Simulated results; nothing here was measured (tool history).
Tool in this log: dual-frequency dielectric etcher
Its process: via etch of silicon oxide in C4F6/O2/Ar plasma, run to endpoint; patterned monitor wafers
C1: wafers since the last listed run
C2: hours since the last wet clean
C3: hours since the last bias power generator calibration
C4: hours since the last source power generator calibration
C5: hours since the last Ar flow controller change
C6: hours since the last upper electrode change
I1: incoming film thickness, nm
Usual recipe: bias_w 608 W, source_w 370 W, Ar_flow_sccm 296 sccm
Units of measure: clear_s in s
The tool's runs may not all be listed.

run 1 hour=0 | bias_w=608 source_w=370 Ar_flow_sccm=296 | C1=0 C2=487.7 C3=3334.8 C4=2165.6 C5=3602.1 C6=4987.3 | I1=102.3 | clear_s=23.4
run 2 hour=27.6 | bias_w=608 source_w=370 Ar_flow_sccm=296 | C1=603 C2=515.3 C3=3362.4 C4=2193.2 C5=3629.7 C6=5014.9 | I1=102.8 | clear_s=23.7
run 3 hour=56.5 | bias_w=608 source_w=370 Ar_flow_sccm=296 | C1=631 C2=544.2 C3=3391.3 C4=2222.1 C5=3658.6 C6=5043.8 | I1=102.3 | clear_s=23.6
run 4 hour=73.3 | bias_w=608 source_w=370 Ar_flow_sccm=296 | C1=367 C2=561 C3=3408.1 C4=2238.9 C5=3675.4 C6=5060.6 | I1=101.9 | clear_s=23.4
run 5 hour=93.7 | bias_w=608 source_w=370 Ar_flow_sccm=296 | C1=445 C2=581.4 C3=3428.5 C4=2259.3 C5=3695.8 C6=5081 | I1=102.4 | clear_s=23.5
run 6 hour=128.3 | bias_w=608 source_w=370 Ar_flow_sccm=296 | C1=756 C2=616 C3=3463.1 C4=2293.9 C5=3730.4 C6=5115.6 | I1=101.9 | clear_s=23.4
run 7 hour=142 | bias_w=608 source_w=370 Ar_flow_sccm=296 | C1=299 C2=629.7 C3=3476.8 C4=2307.6 C5=3744.1 C6=5129.3 | I1=102.3 | clear_s=23.5
run 8 hour=160 | bias_w=661 source_w=370 Ar_flow_sccm=296 | C1=393 C2=647.7 C3=3494.8 C4=2325.6 C5=3762.1 C6=5147.3 | I1=102.8 | clear_s=23.3
-- hour=186.1 wet clean of the chamber
-- hour=242.1 Ar flow controller replaced
run 9 hour=252 | bias_w=661 source_w=370 Ar_flow_sccm=296 | C1=1354 C2=65.9 C3=3586.8 C4=2417.6 C5=9.9 C6=5239.3 | I1=102.6 | clear_s=23.5
run 10 hour=278.7 | bias_w=608 source_w=410 Ar_flow_sccm=266 | C1=583 C2=92.6 C3=3613.5 C4=2444.3 C5=36.6 C6=5266 | I1=101 | clear_s=22.6
run 11 hour=298.3 | bias_w=608 source_w=410 Ar_flow_sccm=266 | C1=428 C2=112.2 C3=3633.1 C4=2463.9 C5=56.2 C6=5285.6 | I1=101.9 | clear_s=22.6
run 12 hour=324.4 | bias_w=608 source_w=370 Ar_flow_sccm=296 | C1=570 C2=138.3 C3=3659.2 C4=2490 C5=82.3 C6=5311.7 | I1=101.7 | clear_s=24
-- hour=352.5 wet clean of the chamber, repeated, since the last time left the tool worse
-- hour=361 source power generator calibrated
-- hour=370.6 upper electrode replaced
run 13 hour=371.1 | bias_w=608 source_w=370 Ar_flow_sccm=296 | C1=200 C2=18.6 C3=3705.9 C4=10.1 C5=129 C6=0.5 | I1=101.9 | clear_s=23.2
run 14 hour=371.4 | bias_w=760 source_w=340 Ar_flow_sccm=296 | C1=6 C2=18.9 C3=3706.2 C4=10.4 C5=129.3 C6=0.8 | I1=102.6 | clear_s=22.3
run 15 hour=388.2 | bias_w=608 source_w=370 Ar_flow_sccm=296 | C1=367 C2=35.7 C3=3723 C4=27.2 C5=146.1 C6=17.6 | I1=102 | clear_s=23.3
run 16 hour=400.5 | bias_w=567 source_w=370 Ar_flow_sccm=296 | C1=268 C2=48 C3=3735.3 C4=39.5 C5=158.4 C6=29.9 | I1=102.6 | clear_s=23.8
-- hour=412.1 bias power generator calibrated
run 17 hour=435.1 | bias_w=685 source_w=300 Ar_flow_sccm=296 | C1=668 C2=82.6 C3=23 C4=74.1 C5=193 C6=64.5 | I1=102.4 | clear_s=24.2
run 18 hour=470.7 | bias_w=608 source_w=370 Ar_flow_sccm=331 | C1=777 C2=118.2 C3=58.6 C4=109.7 C5=228.6 C6=100.1 | I1=100.8 | clear_s=23.5
run 19 hour=499.7 | bias_w=506 source_w=430 Ar_flow_sccm=296 | C1=633 C2=147.2 C3=87.6 C4=138.7 C5=257.6 C6=129.1 | I1=101.5 | clear_s=23.2
run 20 hour=532.1 | bias_w=608 source_w=370 Ar_flow_sccm=296 | C1=707 C2=179.6 C3=120 C4=171.1 C5=290 C6=161.5 | I1=101.3 | clear_s=23.2
run 21 hour=566.8 | bias_w=608 source_w=450 Ar_flow_sccm=256 | C1=758 C2=214.3 C3=154.7 C4=205.8 C5=324.7 C6=196.2 | I1=101.8 | clear_s=21.3
run 22 hour=583 | bias_w=608 source_w=370 Ar_flow_sccm=350 | C1=353 C2=230.5 C3=170.9 C4=222 C5=340.9 C6=212.4 | I1=102.4 | clear_s=24.1
run 23 hour=615.2 | bias_w=482 source_w=420 Ar_flow_sccm=335 | C1=703 C2=262.7 C3=203.1 C4=254.2 C5=373.1 C6=244.6 | I1=102.3 | clear_s=24.5
run 24 hour=634.2 | bias_w=702 source_w=340 Ar_flow_sccm=334 | C1=415 C2=281.7 C3=222.1 C4=273.2 C5=392.1 C6=263.6 | I1=102.3 | clear_s=23.7
run 25 hour=667.5 | bias_w=608 source_w=430 Ar_flow_sccm=296 | C1=727 C2=315 C3=255.4 C4=306.5 C5=425.4 C6=296.9 | I1=102.6 | clear_s=22.3
run 26 hour=688.8 | bias_w=608 source_w=370 Ar_flow_sccm=296 | C1=465 C2=336.3 C3=276.7 C4=327.8 C5=446.7 C6=318.2 | I1=102.7 | clear_s=23.6
run 27 hour=711.2 | bias_w=608 source_w=370 Ar_flow_sccm=355 | C1=489 C2=358.7 C3=299.1 C4=350.2 C5=469.1 C6=340.6 | I1=100.9 | clear_s=23.8
run 28 hour=724.2 | bias_w=608 source_w=370 Ar_flow_sccm=296 | C1=284 C2=371.7 C3=312.1 C4=363.2 C5=482.1 C6=353.6 | I1=102.5 | clear_s=23.6
run 29 hour=756.4 | bias_w=608 source_w=370 Ar_flow_sccm=368 | C1=703 C2=403.9 C3=344.3 C4=395.4 C5=514.3 C6=385.8 | I1=102.3 | clear_s=24.4

4 options for the next run, each taken on its own from the tool as it stands now. Forecast them:
run A hour=756.8 | bias_w=608 source_w=370 Ar_flow_sccm=296 | C1=8 C2=404.3 C3=344.7 C4=395.8 C5=514.7 C6=386.2 | I1=102.3 | clear_s=?
run B hour=756.8 | bias_w=649 source_w=370 Ar_flow_sccm=317 | C1=8 C2=404.3 C3=344.7 C4=395.8 C5=514.7 C6=386.2 | I1=102.3 | clear_s=?
run C hour=756.8 | bias_w=549 source_w=400 Ar_flow_sccm=230 | C1=8 C2=404.3 C3=344.7 C4=395.8 C5=514.7 C6=386.2 | I1=102.3 | clear_s=?
run D hour=756.8 | bias_w=533 source_w=420 Ar_flow_sccm=248 | C1=8 C2=404.3 C3=344.7 C4=395.8 C5=514.7 C6=386.2 | I1=102.3 | clear_s=?

run=A clear_s=23.6
run=B clear_s=23.4
run=C clear_s=22.7
run=D clear_s=22.8
The same runs, with their run-to-run variation unchanged, on a tool lacking any hidden condition would have given:
run=A clear_s=23.2
run=B clear_s=23
run=C clear_s=22.3
run=D clear_s=22.4
